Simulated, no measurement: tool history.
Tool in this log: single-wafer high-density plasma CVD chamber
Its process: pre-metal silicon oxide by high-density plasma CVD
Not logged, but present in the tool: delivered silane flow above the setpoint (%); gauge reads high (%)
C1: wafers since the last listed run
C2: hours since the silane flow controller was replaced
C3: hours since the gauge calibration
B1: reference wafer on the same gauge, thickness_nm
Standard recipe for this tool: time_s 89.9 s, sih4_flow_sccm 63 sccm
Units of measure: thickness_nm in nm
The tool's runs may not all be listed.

{"run": 1, "hour": 0.0, "time_s": 89.9, "sih4_flow_sccm": 55, "C1": 0, "C2": 3038.1, "C3": 566.0, "B1": 464.19, "thickness_nm": 494.964}
{"run": 2, "hour": 68.0, "time_s": 102.2, "sih4_flow_sccm": 63, "C1": 1292, "C2": 3106.1, "C3": 634.0, "B1": 463.749, "thickness_nm": 641.979}
{"run": 3, "hour": 114.4, "time_s": 102.2, "sih4_flow_sccm": 63, "C1": 881, "C2": 3152.5, "C3": 680.4, "B1": 463.465, "thickness_nm": 642.554}
{"run": 4, "hour": 158.9, "time_s": 102.2, "sih4_flow_sccm": 63, "C1": 845, "C2": 3197.0, "C3": 724.9, "B1": 463.51, "thickness_nm": 643.128}
{"run": 5, "hour": 190.4, "time_s": 83.6, "sih4_flow_sccm": 63, "C1": 598, "C2": 3228.5, "C3": 756.4, "B1": 465.074, "thickness_nm": 529.258}
{"run": 6, "hour": 223.6, "time_s": 83.6, "sih4_flow_sccm": 63, "C1": 630, "C2": 3261.7, "C3": 789.6, "B1": 463.872, "thickness_nm": 525.88}
{"run": 7, "hour": 273.0, "time_s": 83.6, "sih4_flow_sccm": 63, "C1": 938, "C2": 3311.1, "C3": 839.0, "B1": 465.057, "thickness_nm": 527.162}
{"run": 8, "hour": 306.0, "time_s": 89.9, "sih4_flow_sccm": 63, "C1": 627, "C2": 3344.1, "C3": 872.0, "B1": 463.355, "thickness_nm": 570.117}
{"run": 9, "hour": 373.2, "time_s": 89.9, "sih4_flow_sccm": 63, "C1": 1277, "C2": 3411.3, "C3": 939.2, "B1": 463.902, "thickness_nm": 564.686}
{"run": 10, "hour": 420.8, "time_s": 89.9, "sih4_flow_sccm": 63, "C1": 904, "C2": 3458.9, "C3": 986.8, "B1": 464.615, "thickness_nm": 563.203}
{"run": 11, "hour": 469.8, "time_s": 89.9, "sih4_flow_sccm": 63, "C1": 931, "C2": 3507.9, "C3": 1035.8, "B1": 463.919, "thickness_nm": 569.148}
{"run": 12, "hour": 529.1, "time_s": 89.9, "sih4_flow_sccm": 63, "C1": 1126, "C2": 3567.2, "C3": 1095.1, "B1": 464.383, "thickness_nm": 567.693}
{"run": 13, "hour": 576.7, "time_s": 89.9, "sih4_flow_sccm": 63, "C1": 904, "C2": 3614.8, "C3": 1142.7, "B1": 464.25, "thickness_nm": 566.142}
{"run": 14, "hour": 623.5, "time_s": 89.9, "sih4_flow_sccm": 63, "C1": 889, "C2": 3661.6, "C3": 1189.5, "B1": 463.109, "thickness_nm": 568.03}
{"run": 15, "hour": 659.2, "time_s": 107.2, "sih4_flow_sccm": 73, "C1": 678, "C2": 3697.3, "C3": 1225.2, "B1": 464.43, "thickness_nm": 777.116}
{"run": 16, "hour": 708.5, "time_s": 89.9, "sih4_flow_sccm": 63, "C1": 936, "C2": 3746.6, "C3": 1274.5, "B1": 464.502, "thickness_nm": 566.752}
{"run": 17, "hour": 742.7, "time_s": 84.1, "sih4_flow_sccm": 68, "C1": 649, "C2": 3780.8, "C3": 1308.7, "B1": 464.402, "thickness_nm": 575.803}
{"run": 18, "hour": 787.3, "time_s": 75.9, "sih4_flow_sccm": 75, "C1": 847, "C2": 3825.4, "C3": 1353.3, "B1": 464.079, "thickness_nm": 569.325}
{"run": 19, "hour": 841.4, "time_s": 89.9, "sih4_flow_sccm": 63, "C1": 1028, "C2": 3879.5, "C3": 1407.4, "B1": 464.606, "thickness_nm": 568.082}
{"run": 20, "hour": 909.0, "time_s": 78.0, "sih4_flow_sccm": 57, "C1": 1284, "C2": 3947.1, "C3": 1475.0, "B1": 463.755, "thickness_nm": 448.887}
{"run": 21, "hour": 955.4, "time_s": 80.4, "sih4_flow_sccm": 73, "C1": 881, "C2": 3993.5, "C3": 1521.4, "B1": 464.319, "thickness_nm": 582.543}
{"run": 22, "hour": 988.8, "time_s": 102.1, "sih4_flow_sccm": 57, "C1": 634, "C2": 4026.9, "C3": 1554.8, "B1": 464.252, "thickness_nm": 588.617}
{"hour": 1024.1, "done": "silane flow controller replaced"}
{"hour": 1033.0, "done": "gauge calibrated"}
{"run": 23, "hour": 1052.1, "time_s": 83.6, "sih4_flow_sccm": 72, "C1": 1050, "C2": 28.0, "C3": 19.1, "B1": 464.757, "thickness_nm": 578.42}
{"run": 24, "hour": 1082.5, "time_s": 83.8, "sih4_flow_sccm": 69, "C1": 577, "C2": 58.4, "C3": 49.5, "B1": 463.721, "thickness_nm": 560.341}
{"run": 25, "hour": 1154.3, "time_s": 95.3, "sih4_flow_sccm": 56, "C1": 1364, "C2": 130.2, "C3": 121.3, "B1": 464.3, "thickness_nm": 520.818}
{"run": 26, "hour": 1218.5, "time_s": 106.9, "sih4_flow_sccm": 54, "C1": 1220, "C2": 194.4, "C3": 185.5, "B1": 464.103, "thickness_nm": 569.261}
{"run": 27, "hour": 1396.0, "time_s": 72.3, "sih4_flow_sccm": 75, "C1": 3373, "C2": 371.9, "C3": 363.0, "B1": 464.252, "thickness_nm": 523.374}
{"run": 28, "hour": 1448.5, "time_s": 99.9, "sih4_flow_sccm": 56, "C1": 997, "C2": 424.4, "C3": 415.5, "B1": 464.143, "thickness_nm": 551.188}
{"run": 29, "hour": 1493.7, "time_s": 89.9, "sih4_flow_sccm": 63, "C1": 858, "C2": 469.6, "C3": 460.7, "B1": 462.744, "thickness_nm": 552.341}

3 ways to go on from here, each from the tool as it stands after run 29. What would each give?
{"run": "A", "hour": 1494.1, "time_s": 89.9, "sih4_flow_sccm": 75, "C1": 7, "C2": 470.0, "C3": 461.1, "B1": "?", "thickness_nm": "?"}
{"run": "B", "hour": 1494.1, "time_s": 94.6, "sih4_flow_sccm": 53, "C1": 7, "C2": 470.0, "C3": 461.1, "B1": "?", "thickness_nm": "?"}
{"run": "C", "hour": 1494.1, "time_s": 82.3, "sih4_flow_sccm": 67, "C1": 7, "C2": 470.0, "C3": 461.1, "B1": "?", "thickness_nm": "?"}

run=A B1=464.235 thickness_nm=648.498
run=B B1=464.235 thickness_nm=493.545
run=C B1=464.235 thickness_nm=533.929
What these runs would have given with no unlogged condition in the tool:
run=A thickness_nm=640.170
run=B thickness_nm=487.207
run=C thickness_nm=527.072

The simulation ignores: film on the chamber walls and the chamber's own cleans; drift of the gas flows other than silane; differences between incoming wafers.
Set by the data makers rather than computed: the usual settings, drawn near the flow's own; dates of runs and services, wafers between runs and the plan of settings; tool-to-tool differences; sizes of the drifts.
